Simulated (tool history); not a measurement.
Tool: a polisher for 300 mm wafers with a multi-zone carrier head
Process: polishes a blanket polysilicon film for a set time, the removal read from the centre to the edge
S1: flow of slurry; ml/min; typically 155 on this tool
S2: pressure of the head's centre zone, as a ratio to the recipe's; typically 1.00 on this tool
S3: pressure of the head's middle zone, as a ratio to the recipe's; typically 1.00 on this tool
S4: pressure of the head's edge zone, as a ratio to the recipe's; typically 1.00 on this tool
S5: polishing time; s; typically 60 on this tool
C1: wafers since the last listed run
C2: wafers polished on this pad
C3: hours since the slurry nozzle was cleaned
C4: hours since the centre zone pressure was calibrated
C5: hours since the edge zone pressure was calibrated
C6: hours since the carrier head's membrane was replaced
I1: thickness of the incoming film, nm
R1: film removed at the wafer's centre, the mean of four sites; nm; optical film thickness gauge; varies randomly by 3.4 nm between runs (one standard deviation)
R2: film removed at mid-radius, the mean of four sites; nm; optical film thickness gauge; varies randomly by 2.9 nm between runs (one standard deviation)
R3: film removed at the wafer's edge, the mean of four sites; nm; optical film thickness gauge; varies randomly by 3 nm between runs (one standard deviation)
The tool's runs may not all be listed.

run     day   S1    S2    S3    S4  S5    C1    C2     C3     C4      C5     C6      I1     R1     R2     R3
  1   0.000  200  1.00  1.00  1.00  73     0  5068   10.5  715.2   918.0  733.4  1449.6  565.1  552.6  556.0
      1.792  -- carrier head's membrane replaced by a new one
      5.717  -- worn pad replaced by a new one
  2   8.379  170  0.97  1.00  1.00  45  2793   929  211.6  916.3  1119.1  158.1  1432.7  334.4  329.5  336.6
  3   9.712  155  0.93  1.00  0.96  60   465  1395  243.6  948.3  1151.1  190.1  1418.3  427.9  430.6  435.6
     12.425  -- edge zone pressure recalibrated
     12.708  -- centre zone pressure recalibrated
  4  13.083  155  0.95  1.12  0.92  42  1118  2513  324.5    9.0    15.8  271.0  1455.1  292.4  332.0  298.6
  5  16.017  115  1.00  1.00  1.00  40  1023  3537  394.9   79.4    86.2  341.4  1435.0  264.2  268.0  284.6
  6  17.125  155  1.00  1.00  1.00  60   386  3924  421.5  106.0   112.8  368.0  1412.2  439.7  429.4  446.6
  7  18.867  155  1.00  0.92  1.00  60   607  4531  463.3  147.8   154.6  409.8  1420.0  437.0  404.6  446.4
     19.954  -- slurry nozzle cleaned
  8  21.012  155  1.00  0.89  1.00  76   734  5266   25.4  199.3   206.1  461.3  1445.4  562.0  495.3  570.9
  9  22.775  155  0.90  0.93  0.97  60   615  5881   67.7  241.6   248.4  503.6  1434.6  410.6  403.1  445.2
 10  25.725  155  0.89  1.00  1.09  73  1029  6911  138.5  312.4   319.2  574.4  1419.4  493.3  528.3  562.3
     26.562  -- worn pad replaced by a new one
 11  28.379  155  1.00  1.00  1.00  60   868   633  202.2  376.1   382.9  638.1  1429.2  440.7  432.1  449.8
 12  29.812  155  1.05  1.06  0.92  60   500  1134  236.6  410.5   417.3  672.5  1432.9  455.6  455.9  422.9
 13  32.633  140  1.00  1.00  0.92  60   984  2118  304.3  478.2   485.0  740.2  1419.6  434.6  419.9  422.1
 14  34.650  155  1.00  1.00  1.00  60   703  2822  352.7  526.6   533.4  788.6  1438.3  443.7  431.9  446.3
     35.358  -- carrier head's membrane replaced by a new one
 15  35.725  155  1.00  1.00  1.00  60   302  3124  378.5  552.4   559.2    8.8  1431.5  445.2  435.9  449.2
 16  38.058  155  0.94  1.00  1.00  60   814  3939  434.5  608.4   615.2   64.8  1408.4  429.9  431.7  446.7
 17  41.033  175  1.00  1.00  1.08  60  1038  4977  505.9  679.8   686.6  136.2  1431.3  455.7  439.4  471.5
 18  42.838  155  1.00  1.00  0.93  60   629  5607  549.2  723.1   729.9  179.5  1443.1  450.7  429.9  431.7
     42.917  -- slurry nozzle cleaned
 19  44.533  200  1.04  1.00  0.92  60   577  6184   38.8  763.8   770.6  220.2  1415.0  483.5  448.8  445.4
 20  46.525  155  1.00  1.05  1.00  68   695  6879   86.6  811.6   818.4  268.0  1435.9  514.7  507.3  508.8
 21  49.071  200  1.00  1.00  1.10  77   888  7768  147.7  872.7   879.5  329.1  1433.9  608.2  583.3  617.3
     49.804  -- worn pad replaced by a new one
 22  50.471  155  1.00  1.05  0.96  50   430   233  181.3  906.3   913.1  362.7  1441.7  378.6  376.3  363.6

Describe how what the log doesn't record of the tool's condition differs between the last listed run preceding each entry between runs and the first listed run following it.
Logged between run 1 and run 2: carrier head's membrane replaced by a new one (day 1.792); worn pad replaced by a new one (day 5.717)
  deviation of the centre zone's pressure from its setpoint, %: 4.6 -> 5.94
  measured value less the no-hidden-state value, R1: +17.3 -> +13.1 nm
Logged between run 3 and run 4: edge zone pressure recalibrated (day 12.425); centre zone pressure recalibrated (day 12.708)
  deviation of the centre zone's pressure from its setpoint, %: 6.15 -> 1.13
  measured value less the no-hidden-state value, R1: +17.4 -> +2.2 nm
Logged between run 7 and run 8: slurry nozzle cleaned (day 19.954)
  deviation of the centre zone's pressure from its setpoint, %: 2.06 -> 2.4
  measured value less the no-hidden-state value, R1: +6.0 -> +9.1 nm
Logged between run 10 and run 11: worn pad replaced by a new one (day 26.562)
  deviation of the centre zone's pressure from its setpoint, %: 3.15 -> 3.58
  measured value less the no-hidden-state value, R1: +10.5 -> +10.5 nm
Logged between run 14 and run 15: carrier head's membrane replaced by a new one (day 35.358)
  deviation of the centre zone's pressure from its setpoint, %: 4.58 -> 4.75
  measured value less the no-hidden-state value, R1: +13.5 -> +14.0 nm
Logged between run 18 and run 19: slurry nozzle cleaned (day 42.917)
  deviation of the centre zone's pressure from its setpoint, %: 5.89 -> 6.16
  measured value less the no-hidden-state value, R1: +17.4 -> +19.5 nm
Logged between run 21 and run 22: worn pad replaced by a new one (day 49.804)
  deviation of the centre zone's pressure from its setpoint, %: 6.89 -> 7.11
  measured value less the no-hidden-state value, R1: +27.4 -> +17.6 nm

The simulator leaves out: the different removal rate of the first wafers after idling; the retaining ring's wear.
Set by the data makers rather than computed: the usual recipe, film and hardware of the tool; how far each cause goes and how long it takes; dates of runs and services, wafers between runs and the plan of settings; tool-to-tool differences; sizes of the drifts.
